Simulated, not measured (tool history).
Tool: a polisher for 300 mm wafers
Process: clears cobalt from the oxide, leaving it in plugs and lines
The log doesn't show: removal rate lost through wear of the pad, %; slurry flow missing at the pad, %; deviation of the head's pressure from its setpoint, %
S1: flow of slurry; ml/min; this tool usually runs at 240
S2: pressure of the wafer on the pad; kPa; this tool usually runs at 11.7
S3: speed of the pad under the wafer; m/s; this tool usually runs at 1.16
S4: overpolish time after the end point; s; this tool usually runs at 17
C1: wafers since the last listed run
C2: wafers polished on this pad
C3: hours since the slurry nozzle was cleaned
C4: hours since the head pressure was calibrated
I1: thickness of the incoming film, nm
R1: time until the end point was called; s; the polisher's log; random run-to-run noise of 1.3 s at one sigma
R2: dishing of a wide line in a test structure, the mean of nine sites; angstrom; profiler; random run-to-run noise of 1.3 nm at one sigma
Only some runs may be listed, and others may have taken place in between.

Run 1, day 0: usual settings but S4 21 s; C1 0; C2 194; C3 501.9; C4 486.6; I1 378.1. Result: R1 69.2 s, R2 570 angstrom.
At day 0.571: slurry nozzle cleaned.
At day 2.108: head pressure recalibrated.
Run 2, day 2.971: usual settings; C1 479; C2 674; C3 57.6; C4 20.7; I1 384.7. Result: R1 75.5 s, R2 518 angstrom.
At day 4.625: worn pad replaced by a new one.
Run 3, day 5.671: usual settings; C1 427; C2 176; C3 122.4; C4 85.5; I1 381.7. Result: R1 76.2 s, R2 516 angstrom.
Run 4, day 7.375: usual settings but S1 210 ml/min; C1 287; C2 463; C3 163.3; C4 126.4; I1 371.8. Result: R1 72.2 s, R2 513 angstrom.
Run 5, day 8.65: usual settings but S1 205 ml/min; C1 215; C2 678; C3 193.9; C4 157; I1 383.9. Result: R1 78.8 s, R2 507 angstrom.
Run 6, day 10.325: usual settings; C1 282; C2 961; C3 234.1; C4 197.2; I1 380.1. Result: R1 80.5 s, R2 479 angstrom.
At day 11.408: worn pad replaced by a new one.
Run 7, day 11.429: usual settings but S3 1.4 m/s, S4 13 s; C1 158; C2 3; C3 260.6; C4 223.7; I1 377.7. Result: R1 59.4 s, R2 515 angstrom.
Run 8, day 13.062: usual settings but S3 1.4 m/s, S4 13 s; C1 275; C2 278; C3 299.8; C4 262.9; I1 380.9. Result: R1 59.3 s, R2 485 angstrom.
Run 9, day 14.375: usual settings; C1 221; C2 500; C3 331.3; C4 294.4; I1 374.7. Result: R1 71.3 s, R2 499 angstrom.
Run 10, day 15.529: usual settings but S3 0.76 m/s, S4 10 s; C1 194; C2 694; C3 359; C4 322.1; I1 377.5. Result: R1 112.2 s, R2 270 angstrom.
At day 17.4: worn pad replaced by a new one.
Run 11, day 18.479: usual settings but S3 1.4 m/s, S4 13 s; C1 469; C2 181; C3 429.8; C4 392.9; I1 386.2. Result: R1 60.3 s, R2 474 angstrom.
At day 20.054: slurry nozzle cleaned.
Run 12, day 20.138: usual settings but S1 280 ml/min, S2 9 kPa, S3 0.9 m/s; C1 272; C2 454; C3 2; C4 432.7; I1 379.3. Result: R1 122.9 s, R2 378 angstrom.
Run 13, day 21.325: usual settings but S1 205 ml/min; C1 200; C2 654; C3 30.5; C4 461.2; I1 380.5. Result: R1 72.3 s, R2 472 angstrom.
Run 14, day 23.725: usual settings but S1 275 ml/min, S2 15.2 kPa, S3 0.9 m/s, S4 10 s; C1 404; C2 1059; C3 88.1; C4 518.8; I1 385.8. Result: R1 80.6 s, R2 360 angstrom.
At day 24.575: worn pad replaced by a new one.
At day 25.129: head pressure recalibrated.
Run 15, day 25.792: usual settings; C1 306; C2 191; C3 137.7; C4 15.9; I1 386.5. Result: R1 74 s, R2 525 angstrom.
Run 16, day 27.679: usual settings but S4 14 s; C1 318; C2 509; C3 183; C4 61.2; I1 371.8. Result: R1 70.3 s, R2 468 angstrom.
Run 17, day 30.242: usual settings but S2 14.5 kPa, S4 14 s; C1 432; C2 941; C3 244.5; C4 122.7; I1 378.8. Result: R1 64.3 s, R2 486 angstrom.
At day 30.492: worn pad replaced by a new one.
Run 18, day 31.358: usual settings but S1 300 ml/min, S4 13 s; C1 160; C2 145; C3 271.3; C4 149.5; I1 382.8. Result: R1 68.7 s, R2 429 angstrom.
Run 19, day 33.896: usual settings; C1 427; C2 573; C3 332.2; C4 210.4; I1 376.4. Result: R1 74.5 s, R2 514 angstrom.

4 options for the next run, each taken on its own from the tool as it stands now. Forecast them:
Run A, day 33.917: usual settings but S1 160 ml/min; C1 3; C2 577; C3 332.7; C4 210.9; I1 383.3. Result: R1 ?, R2 ?.
Run B, day 33.917: usual settings but S2 15.2 kPa; C1 3; C2 577; C3 332.7; C4 210.9; I1 383.3. Result: R1 ?, R2 ?.
Run C, day 33.917: usual settings but S1 195 ml/min, S3 1.44 m/s; C1 3; C2 577; C3 332.7; C4 210.9; I1 383.3. Result: R1 ?, R2 ?.
Run D, day 33.917: usual settings but S1 270 ml/min, S2 14.5 kPa, S3 1.56 m/s; C1 3; C2 577; C3 332.7; C4 210.9; I1 383.3. Result: R1 ?, R2 ?.

run    R1   R2
  A  83.5  490
  B  61.2  569
  C  65.4  553
  D  47.1  625
The same runs, with their run-to-run variation unchanged, on a tool lacking any hidden condition would have given:
run    R1   R2
  A  79.5  503
  B  58.2  580
  C  62.2  565
  D  44.8  634
